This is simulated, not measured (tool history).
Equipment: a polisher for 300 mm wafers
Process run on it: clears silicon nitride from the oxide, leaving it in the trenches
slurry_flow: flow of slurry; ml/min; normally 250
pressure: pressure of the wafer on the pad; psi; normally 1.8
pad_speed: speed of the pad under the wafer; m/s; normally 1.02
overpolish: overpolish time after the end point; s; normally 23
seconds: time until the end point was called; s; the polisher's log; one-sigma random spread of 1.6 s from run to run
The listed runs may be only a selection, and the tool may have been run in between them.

run	day	slurry_flow	pressure	pad_speed	overpolish	incoming thickness of the incoming film, nm	seconds
1	0	285	1.8	1.02	14	80	143.1
2	0.517	285	1.8	1.02	14	79.8	139.8
# day 1.2: slurry nozzle cleaned
3	1.779	250	1.8	1.02	23	79	141.5
4	2.862	250	1.8	1.02	23	80.6	144.1
5	3.4	215	1.6	1.02	23	80.7	163.6
6	4.512	230	1.8	1.02	29	79.3	142.5
7	5.246	250	1.8	1.02	23	80.2	139.9
# day 6.054: worn pad replaced by a new one
8	9.412	250	1.8	1.02	26	80.7	144
9	10.717	250	1.8	1.02	23	79.5	138.4
10	11.296	250	1.8	1.02	23	79.9	138.2
11	12.617	250	1.8	1.02	23	81	140.8
12	13.617	250	1.8	1.16	23	78.5	125.7
13	14.342	250	1.8	1.16	23	81.6	130.5
# day 15.204: worn pad replaced by a new one
14	15.225	250	1.8	1.02	23	78.1	133.7
15	15.796	250	1.8	1.02	23	79.6	138.8
16	18.771	180	2.3	1.26	23	79.5	94
17	20.179	320	1.8	1.2	23	79.8	120.5
18	21.45	215	1.8	1.12	23	81.1	130.8
19	22.3	250	1.8	1.38	34	80.2	110.6
20	23.667	250	1.8	1.02	32	79.6	135.4
# day 25.183: worn pad replaced by a new one
21	25.204	250	1.8	1.02	23	80.4	135.4
22	25.575	250	1.8	1.02	23	79.7	135.5
23	26.825	250	2.3	1.02	17	79.6	105.8
24	27.858	250	1.8	0.72	17	80.5	166.6
# day 29.1: head pressure recalibrated
25	29.342	250	1.8	0.78	23	80.4	172.5
26	30.104	250	1.8	1.02	23	80.5	148
27	31.262	250	2.2	1.02	23	80.1	117.2
# day 32.296: slurry nozzle cleaned
28	32.612	250	1.8	1.02	23	79.9	143.6
29	33.112	170	1.8	1.24	9	81.7	132.6
30	34.3	250	1.8	1.02	32	80.8	142.4
31	35.717	250	1.8	1.02	23	78.6	138.4
# day 36.642: worn pad replaced by a new one
32	37.138	250	2.1	1.02	17	78.9	120.6
33	41.454	320	1.5	1.24	23	80.5	146.8
34	42.042	290	1.8	1.02	23	78.7	134.2
35	42.946	250	1.8	1.02	23	79.8	136
36	44.3	250	1.8	1.02	32	81.1	141.4

5 options for the next run, each taken on its own from the tool as it stands now. Forecast them:
A	44.321	250	1.8	1.02	23	79.9	?
B	44.321	250	1.8	0.88	23	79.9	?
C	44.321	325	2	1.24	29	79.9	?
D	44.321	250	2.3	1.02	23	79.9	?
E	44.321	250	1.6	1.02	23	79.9	?

run	seconds
A	140.4
B	153.8
C	109.2
D	109.9
E	158
Had the tool no hidden state, the same runs would have come out as:
run	seconds
A	147.3
B	161.3
C	114.5
D	115.3
E	165.7
